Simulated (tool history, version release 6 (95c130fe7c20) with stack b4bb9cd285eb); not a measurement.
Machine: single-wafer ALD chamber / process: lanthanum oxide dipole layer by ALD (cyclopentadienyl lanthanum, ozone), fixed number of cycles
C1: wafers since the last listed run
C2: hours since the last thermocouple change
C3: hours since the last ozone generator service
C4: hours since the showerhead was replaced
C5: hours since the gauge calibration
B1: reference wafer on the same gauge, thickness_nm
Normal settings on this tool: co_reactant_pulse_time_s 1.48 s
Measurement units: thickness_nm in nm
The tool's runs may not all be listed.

Run 1, day 0.000: usual settings but co_reactant_pulse_time_s 1.17 s; C1 0; C2 2365.2; C3 772.0; C4 5214.4; C5 155.5; B1 0.414. Result: thickness_nm 0.454 nm.
Run 2, day 0.725: usual settings but co_reactant_pulse_time_s 1.17 s; C1 400; C2 2382.6; C3 789.4; C4 5231.8; C5 172.9; B1 0.414. Result: thickness_nm 0.448 nm.
Run 3, day 2.012: usual settings but co_reactant_pulse_time_s 1.93 s; C1 711; C2 2413.5; C3 820.3; C4 5262.7; C5 203.8; B1 0.415. Result: thickness_nm 0.495 nm.
Run 4, day 2.879: usual settings but co_reactant_pulse_time_s 1.93 s; C1 478; C2 2434.3; C3 841.1; C4 5283.5; C5 224.6; B1 0.414. Result: thickness_nm 0.494 nm.
Run 5, day 3.854: usual settings but co_reactant_pulse_time_s 1.93 s; C1 538; C2 2457.7; C3 864.5; C4 5306.9; C5 248.0; B1 0.414. Result: thickness_nm 0.497 nm.
Run 6, day 5.321: usual settings; C1 810; C2 2492.9; C3 899.7; C4 5342.1; C5 283.2; B1 0.414. Result: thickness_nm 0.470 nm.
Run 7, day 6.517: usual settings but co_reactant_pulse_time_s 1.11 s; C1 660; C2 2521.6; C3 928.4; C4 5370.8; C5 311.9; B1 0.414. Result: thickness_nm 0.435 nm.
Run 8, day 7.175: usual settings but co_reactant_pulse_time_s 1.31 s; C1 363; C2 2537.4; C3 944.2; C4 5386.6; C5 327.7; B1 0.414. Result: thickness_nm 0.454 nm.
At day 8.517: thermocouple changed; heater temperature recalibrated.
Run 9, day 8.554: usual settings; C1 577; C2 0.9; C3 977.3; C4 5419.7; C5 360.8; B1 0.414. Result: thickness_nm 0.470 nm.
Run 10, day 9.808: usual settings; C1 692; C2 31.0; C3 1007.4; C4 5449.8; C5 390.9; B1 0.414. Result: thickness_nm 0.466 nm.
Run 11, day 10.554: usual settings; C1 411; C2 48.9; C3 1025.3; C4 5467.7; C5 408.8; B1 0.414. Result: thickness_nm 0.468 nm.
Run 12, day 11.200: usual settings but co_reactant_pulse_time_s 1.88 s; C1 356; C2 64.4; C3 1040.8; C4 5483.2; C5 424.3; B1 0.414. Result: thickness_nm 0.489 nm.
Run 13, day 12.617: usual settings but co_reactant_pulse_time_s 1.88 s; C1 782; C2 98.4; C3 1074.8; C4 5517.2; C5 458.3; B1 0.414. Result: thickness_nm 0.492 nm.
Run 14, day 13.188: usual settings; C1 315; C2 112.1; C3 1088.5; C4 5530.9; C5 472.0; B1 0.414. Result: thickness_nm 0.463 nm.
Run 15, day 14.433: usual settings but co_reactant_pulse_time_s 1.10 s; C1 688; C2 142.0; C3 1118.4; C4 5560.8; C5 501.9; B1 0.414. Result: thickness_nm 0.422 nm.
Run 16, day 15.396: usual settings but co_reactant_pulse_time_s 0.96 s; C1 531; C2 165.1; C3 1141.5; C4 5583.9; C5 525.0; B1 0.414. Result: thickness_nm 0.396 nm.
Run 17, day 16.108: usual settings; C1 393; C2 182.2; C3 1158.6; C4 5601.0; C5 542.1; B1 0.413. Result: thickness_nm 0.460 nm.
Run 18, day 16.954: usual settings but co_reactant_pulse_time_s 1.63 s; C1 467; C2 202.5; C3 1178.9; C4 5621.3; C5 562.4; B1 0.414. Result: thickness_nm 0.467 nm.
Run 19, day 18.658: usual settings but co_reactant_pulse_time_s 1.10 s; C1 941; C2 243.4; C3 1219.8; C4 5662.2; C5 603.3; B1 0.414. Result: thickness_nm 0.413 nm.
Run 20, day 19.158: usual settings but co_reactant_pulse_time_s 1.01 s; C1 276; C2 255.4; C3 1231.8; C4 5674.2; C5 615.3; B1 0.414. Result: thickness_nm 0.398 nm.
Run 21, day 19.838: usual settings but co_reactant_pulse_time_s 1.66 s; C1 375; C2 271.7; C3 1248.1; C4 5690.5; C5 631.6; B1 0.414. Result: thickness_nm 0.469 nm.
At day 21.329: ozone generator serviced.
Run 22, day 21.350: usual settings but co_reactant_pulse_time_s 1.13 s; C1 651; C2 308.0; C3 0.5; C4 5726.8; C5 667.9; B1 0.414. Result: thickness_nm 0.463 nm.
At day 21.908: gauge calibrated.
At day 22.000: showerhead replaced.
Run 23, day 22.454: usual settings but co_reactant_pulse_time_s 1.72 s; C1 425; C2 334.5; C3 27.0; C4 10.9; C5 13.1; B1 0.414. Result: thickness_nm 0.497 nm.
Run 24, day 22.962: usual settings but co_reactant_pulse_time_s 1.85 s; C1 280; C2 346.7; C3 39.2; C4 23.1; C5 25.3; B1 0.414. Result: thickness_nm 0.503 nm.
Run 25, day 23.971: usual settings but co_reactant_pulse_time_s 1.27 s; C1 556; C2 370.9; C3 63.4; C4 47.3; C5 49.5; B1 0.414. Result: thickness_nm 0.473 nm.
Run 26, day 25.012: usual settings but co_reactant_pulse_time_s 2.01 s; C1 575; C2 395.9; C3 88.4; C4 72.3; C5 74.5; B1 0.414. Result: thickness_nm 0.505 nm.
Run 27, day 26.188: usual settings but co_reactant_pulse_time_s 1.69 s; C1 649; C2 424.1; C3 116.6; C4 100.5; C5 102.7; B1 0.414. Result: thickness_nm 0.498 nm.
Run 28, day 27.262: usual settings but co_reactant_pulse_time_s 1.32 s; C1 593; C2 449.9; C3 142.4; C4 126.3; C5 128.5; B1 0.413. Result: thickness_nm 0.479 nm.
Run 29, day 27.938: usual settings but co_reactant_pulse_time_s 1.27 s; C1 372; C2 466.1; C3 158.6; C4 142.5; C5 144.7; B1 0.414. Result: thickness_nm 0.477 nm.

Exercise: give the hidden state of the tool at every run:
wafer temperature above the value expected at the setpoint (K): 0 in every run
gauge reads high (%): 0 in every run
H1: ozone dose above that of a generator just serviced (%)
run     H1
  1  -14.3
  2  -14.8
  3  -15.7
  4  -16.3
  5    -17
  6  -18.2
  7  -19.1
  8  -19.7
  9  -20.8
 10  -21.9
 11  -22.6
 12  -23.2
 13  -24.5
 14  -25.1
 15  -26.3
 16  -27.2
 17  -27.9
 18  -28.8
 19  -30.6
 20  -31.1
 21  -31.9
 22  -2.03
 23  -2.05
 24  -2.06
 25  -2.11
 26  -2.18
 27  -2.28
 28   -2.4
 29  -2.49
